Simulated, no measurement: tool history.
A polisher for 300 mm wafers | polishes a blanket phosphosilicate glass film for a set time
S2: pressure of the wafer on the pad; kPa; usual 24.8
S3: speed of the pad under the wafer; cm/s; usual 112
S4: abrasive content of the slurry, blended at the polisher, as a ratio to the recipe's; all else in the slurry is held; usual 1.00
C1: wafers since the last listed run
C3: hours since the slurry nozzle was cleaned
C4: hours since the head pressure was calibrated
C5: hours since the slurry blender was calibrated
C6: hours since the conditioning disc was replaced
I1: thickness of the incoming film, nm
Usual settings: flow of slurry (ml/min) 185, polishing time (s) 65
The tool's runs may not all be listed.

{"run": 1, "hour": 0.0, "flow of slurry (ml/min)": 185, "S2": 24.8, "S3": 112, "S4": 1.0, "polishing time (s)": 65, "C1": 0, "wafers polished on this pad": 851, "C3": 414.1, "C4": 1046.4, "C5": 153.5, "C6": 141.0, "I1": 3718.3, "film removed (nm)": 606.8}
{"run": 2, "hour": 7.6, "flow of slurry (ml/min)": 185, "S2": 24.8, "S3": 112, "S4": 1.0, "polishing time (s)": 65, "C1": 101, "wafers polished on this pad": 953, "C3": 421.7, "C4": 1054.0, "C5": 161.1, "C6": 148.6, "I1": 3744.1, "film removed (nm)": 600.9}
{"run": 3, "hour": 14.2, "flow of slurry (ml/min)": 185, "S2": 24.8, "S3": 112, "S4": 1.0, "polishing time (s)": 65, "C1": 88, "wafers polished on this pad": 1041, "C3": 428.3, "C4": 1060.6, "C5": 167.7, "C6": 155.2, "I1": 3747.9, "film removed (nm)": 595.1}
{"run": 4, "hour": 22.8, "flow of slurry (ml/min)": 185, "S2": 24.8, "S3": 112, "S4": 1.0, "polishing time (s)": 55, "C1": 114, "wafers polished on this pad": 1156, "C3": 436.9, "C4": 1069.2, "C5": 176.3, "C6": 163.8, "I1": 3719.5, "film removed (nm)": 500.5}
{"hour": 30.1, "done": "worn pad replaced by a new one"}
{"run": 5, "hour": 40.8, "flow of slurry (ml/min)": 185, "S2": 24.8, "S3": 112, "S4": 1.0, "polishing time (s)": 55, "C1": 186, "wafers polished on this pad": 143, "C3": 454.9, "C4": 1087.2, "C5": 194.3, "C6": 181.8, "I1": 3748.0, "film removed (nm)": 503.7}
{"run": 6, "hour": 50.6, "flow of slurry (ml/min)": 185, "S2": 24.8, "S3": 112, "S4": 1.0, "polishing time (s)": 65, "C1": 130, "wafers polished on this pad": 274, "C3": 464.7, "C4": 1097.0, "C5": 204.1, "C6": 191.6, "I1": 3697.7, "film removed (nm)": 593.2}
{"run": 7, "hour": 63.4, "flow of slurry (ml/min)": 185, "S2": 24.8, "S3": 112, "S4": 1.0, "polishing time (s)": 65, "C1": 170, "wafers polished on this pad": 445, "C3": 477.5, "C4": 1109.8, "C5": 216.9, "C6": 204.4, "I1": 3722.4, "film removed (nm)": 589.2}
{"run": 8, "hour": 90.2, "flow of slurry (ml/min)": 185, "S2": 24.8, "S3": 112, "S4": 1.0, "polishing time (s)": 65, "C1": 357, "wafers polished on this pad": 803, "C3": 504.3, "C4": 1136.6, "C5": 243.7, "C6": 231.2, "I1": 3797.1, "film removed (nm)": 590.9}
{"hour": 138.9, "done": "worn pad replaced by a new one"}
{"run": 9, "hour": 143.4, "flow of slurry (ml/min)": 185, "S2": 24.8, "S3": 112, "S4": 1.0, "polishing time (s)": 65, "C1": 657, "wafers polished on this pad": 60, "C3": 557.5, "C4": 1189.8, "C5": 296.9, "C6": 284.4, "I1": 3770.2, "film removed (nm)": 593.4}
{"run": 10, "hour": 149.8, "flow of slurry (ml/min)": 185, "S2": 24.8, "S3": 112, "S4": 1.0, "polishing time (s)": 65, "C1": 85, "wafers polished on this pad": 145, "C3": 563.9, "C4": 1196.2, "C5": 303.3, "C6": 290.8, "I1": 3715.0, "film removed (nm)": 600.9}
{"run": 11, "hour": 166.2, "flow of slurry (ml/min)": 185, "S2": 24.8, "S3": 112, "S4": 1.0, "polishing time (s)": 65, "C1": 219, "wafers polished on this pad": 364, "C3": 580.3, "C4": 1212.6, "C5": 319.7, "C6": 307.2, "I1": 3763.1, "film removed (nm)": 597.6}
{"hour": 174.3, "done": "conditioning disc replaced and pad reconditioned"}
{"run": 12, "hour": 180.2, "flow of slurry (ml/min)": 185, "S2": 24.8, "S3": 112, "S4": 1.0, "polishing time (s)": 88, "C1": 160, "wafers polished on this pad": 525, "C3": 594.3, "C4": 1226.6, "C5": 333.7, "C6": 5.9, "I1": 3658.1, "film removed (nm)": 786.2}
{"hour": 223.6, "done": "slurry blender recalibrated"}
{"run": 13, "hour": 233.6, "flow of slurry (ml/min)": 145, "S2": 20.0, "S3": 112, "S4": 1.3, "polishing time (s)": 72, "C1": 686, "wafers polished on this pad": 1211, "C3": 647.7, "C4": 1280.0, "C5": 10.0, "C6": 59.3, "I1": 3681.2, "film removed (nm)": 692.6}
{"hour": 240.6, "done": "worn pad replaced by a new one"}
{"run": 14, "hour": 248.7, "flow of slurry (ml/min)": 185, "S2": 19.3, "S3": 134, "S4": 1.15, "polishing time (s)": 65, "C1": 148, "wafers polished on this pad": 108, "C3": 662.8, "C4": 1295.1, "C5": 25.1, "C6": 74.4, "I1": 3739.1, "film removed (nm)": 673.0}
{"run": 15, "hour": 257.7, "flow of slurry (ml/min)": 185, "S2": 24.8, "S3": 88, "S4": 1.0, "polishing time (s)": 65, "C1": 120, "wafers polished on this pad": 228, "C3": 671.8, "C4": 1304.1, "C5": 34.1, "C6": 83.4, "I1": 3634.8, "film removed (nm)": 525.8}
{"hour": 284.8, "done": "head pressure recalibrated"}
{"run": 16, "hour": 291.8, "flow of slurry (ml/min)": 125, "S2": 24.8, "S3": 112, "S4": 1.3, "polishing time (s)": 65, "C1": 428, "wafers polished on this pad": 656, "C3": 705.9, "C4": 7.0, "C5": 68.2, "C6": 117.5, "I1": 3680.0, "film removed (nm)": 673.4}
{"run": 17, "hour": 320.7, "flow of slurry (ml/min)": 185, "S2": 24.8, "S3": 112, "S4": 1.0, "polishing time (s)": 65, "C1": 385, "wafers polished on this pad": 1042, "C3": 734.8, "C4": 35.9, "C5": 97.1, "C6": 146.4, "I1": 3686.6, "film removed (nm)": 621.4}
{"hour": 328.8, "done": "slurry nozzle cleaned"}
{"run": 18, "hour": 333.1, "flow of slurry (ml/min)": 185, "S2": 24.8, "S3": 112, "S4": 1.25, "polishing time (s)": 51, "C1": 152, "wafers polished on this pad": 1195, "C3": 4.3, "C4": 48.3, "C5": 109.5, "C6": 158.8, "I1": 3661.2, "film removed (nm)": 537.1}
{"run": 19, "hour": 344.6, "flow of slurry (ml/min)": 170, "S2": 24.8, "S3": 112, "S4": 1.0, "polishing time (s)": 43, "C1": 153, "wafers polished on this pad": 1348, "C3": 15.8, "C4": 59.8, "C5": 121.0, "C6": 170.3, "I1": 3744.8, "film removed (nm)": 398.0}
{"hour": 353.8, "done": "worn pad replaced by a new one"}
{"run": 20, "hour": 360.4, "flow of slurry (ml/min)": 145, "S2": 20.0, "S3": 112, "S4": 1.3, "polishing time (s)": 72, "C1": 157, "wafers polished on this pad": 88, "C3": 31.6, "C4": 75.6, "C5": 136.8, "C6": 186.1, "I1": 3730.2, "film removed (nm)": 644.2}
{"run": 21, "hour": 373.4, "flow of slurry (ml/min)": 245, "S2": 18.6, "S3": 94, "S4": 1.0, "polishing time (s)": 74, "C1": 173, "wafers polished on this pad": 262, "C3": 44.6, "C4": 88.6, "C5": 149.8, "C6": 199.1, "I1": 3657.8, "film removed (nm)": 486.9}
{"run": 22, "hour": 387.6, "flow of slurry (ml/min)": 185, "S2": 24.8, "S3": 122, "S4": 1.0, "polishing time (s)": 65, "C1": 189, "wafers polished on this pad": 451, "C3": 58.8, "C4": 102.8, "C5": 164.0, "C6": 213.3, "I1": 3750.2, "film removed (nm)": 640.5}
{"run": 23, "hour": 399.3, "flow of slurry (ml/min)": 185, "S2": 24.8, "S3": 122, "S4": 1.0, "polishing time (s)": 65, "C1": 156, "wafers polished on this pad": 608, "C3": 70.5, "C4": 114.5, "C5": 175.7, "C6": 225.0, "I1": 3677.5, "film removed (nm)": 639.7}
{"run": 24, "hour": 409.5, "flow of slurry (ml/min)": 185, "S2": 24.8, "S3": 112, "S4": 1.0, "polishing time (s)": 65, "C1": 136, "wafers polished on this pad": 744, "C3": 80.7, "C4": 124.7, "C5": 185.9, "C6": 235.2, "I1": 3687.8, "film removed (nm)": 588.9}
{"run": 25, "hour": 436.0, "flow of slurry (ml/min)": 185, "S2": 24.8, "S3": 112, "S4": 0.8, "polishing time (s)": 65, "C1": 353, "wafers polished on this pad": 1098, "C3": 107.2, "C4": 151.2, "C5": 212.4, "C6": 261.7, "I1": 3726.4, "film removed (nm)": 517.4}
{"run": 26, "hour": 444.4, "flow of slurry (ml/min)": 230, "S2": 19.3, "S3": 112, "S4": 0.9, "polishing time (s)": 65, "C1": 112, "wafers polished on this pad": 1210, "C3": 115.6, "C4": 159.6, "C5": 220.8, "C6": 270.1, "I1": 3742.1, "film removed (nm)": 462.2}
{"hour": 460.1, "done": "worn pad replaced by a new one"}
{"run": 27, "hour": 460.6, "flow of slurry (ml/min)": 185, "S2": 24.8, "S3": 112, "S4": 0.85, "polishing time (s)": 65, "C1": 162, "wafers polished on this pad": 6, "C3": 131.8, "C4": 175.8, "C5": 237.0, "C6": 286.3, "I1": 3636.1, "film removed (nm)": 527.7}

3 ways to go on from here, each from the tool as it stands after run 27. What would each give?
{"run": "A", "hour": 461.0, "flow of slurry (ml/min)": 185, "S2": 24.8, "S3": 112, "S4": 1.0, "polishing time (s)": 65, "C1": 5, "wafers polished on this pad": 11, "C3": 132.2, "C4": 176.2, "C5": 237.4, "C6": 286.7, "I1": 3680.2, "film removed (nm)": "?"}
{"run": "B", "hour": 461.0, "flow of slurry (ml/min)": 185, "S2": 29.6, "S3": 112, "S4": 1.0, "polishing time (s)": 65, "C1": 5, "wafers polished on this pad": 11, "C3": 132.2, "C4": 176.2, "C5": 237.4, "C6": 286.7, "I1": 3680.2, "film removed (nm)": "?"}
{"run": "C", "hour": 461.0, "flow of slurry (ml/min)": 185, "S2": 20.7, "S3": 112, "S4": 1.25, "polishing time (s)": 65, "C1": 5, "wafers polished on this pad": 11, "C3": 132.2, "C4": 176.2, "C5": 237.4, "C6": 286.7, "I1": 3680.2, "film removed (nm)": "?"}

run=A film_removed_(nm)=602.6
run=B film_removed_(nm)=697.9
run=C film_removed_(nm)=589.5
Without the tool's hidden state the same runs would have given:
run=A film_removed_(nm)=666.3
run=B film_removed_(nm)=771.7
run=C film_removed_(nm)=643.1
